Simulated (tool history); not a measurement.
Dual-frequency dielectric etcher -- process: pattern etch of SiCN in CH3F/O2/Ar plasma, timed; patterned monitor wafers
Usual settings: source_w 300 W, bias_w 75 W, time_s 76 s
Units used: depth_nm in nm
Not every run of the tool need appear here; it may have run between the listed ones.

run	hour	source_w	bias_w	time_s	read-back reference wafer on the same gauge, depth_nm	depth_nm
1	0	300	75	76	26.01	24.02
2	52.8	300	75	76	25.98	24.1
3	96.7	300	75	76	26.04	24.34
4	156.6	300	75	76	25.99	24.61
5	227.4	300	75	76	26.04	24.79
# hour 307.2: upper electrode replaced
6	307.7	300	71	76	26	24.14
7	354.1	300	75	76	26.02	24.88
# hour 358: gauge calibrated
# hour 380.2: wet clean of the chamber
8	398.9	300	75	76	26	23.67
9	449	230	75	65	26.01	17.97
10	520.9	300	75	98	26	31.07
# hour 561.5: source power generator calibrated
11	588.4	380	75	66	26.03	23.1
12	619.6	220	75	76	25.98	20.8
13	662.5	230	81	97	26.01	28.27
# hour 669.5: bias power generator calibrated
14	874.7	300	75	76	26.01	24.79
15	911.2	300	75	76	25.96	24.58
# hour 960.3: wet clean of the chamber
16	960.8	300	58	97.5	26.01	27.47

Branching from run 16: 3 alternative next runs. What would each branch give?
A	961.2	300	75	76	?	?
B	961.2	250	75	76	?	?
C	961.2	300	70	76	?	?

run	read-back reference wafer on the same gauge, depth_nm	depth_nm
A	25.98	23.65
B	25.98	21.74
C	25.98	22.97
What these runs would have given with no unlogged condition in the tool:
run	depth_nm
A	23.73
B	21.82
C	23.05
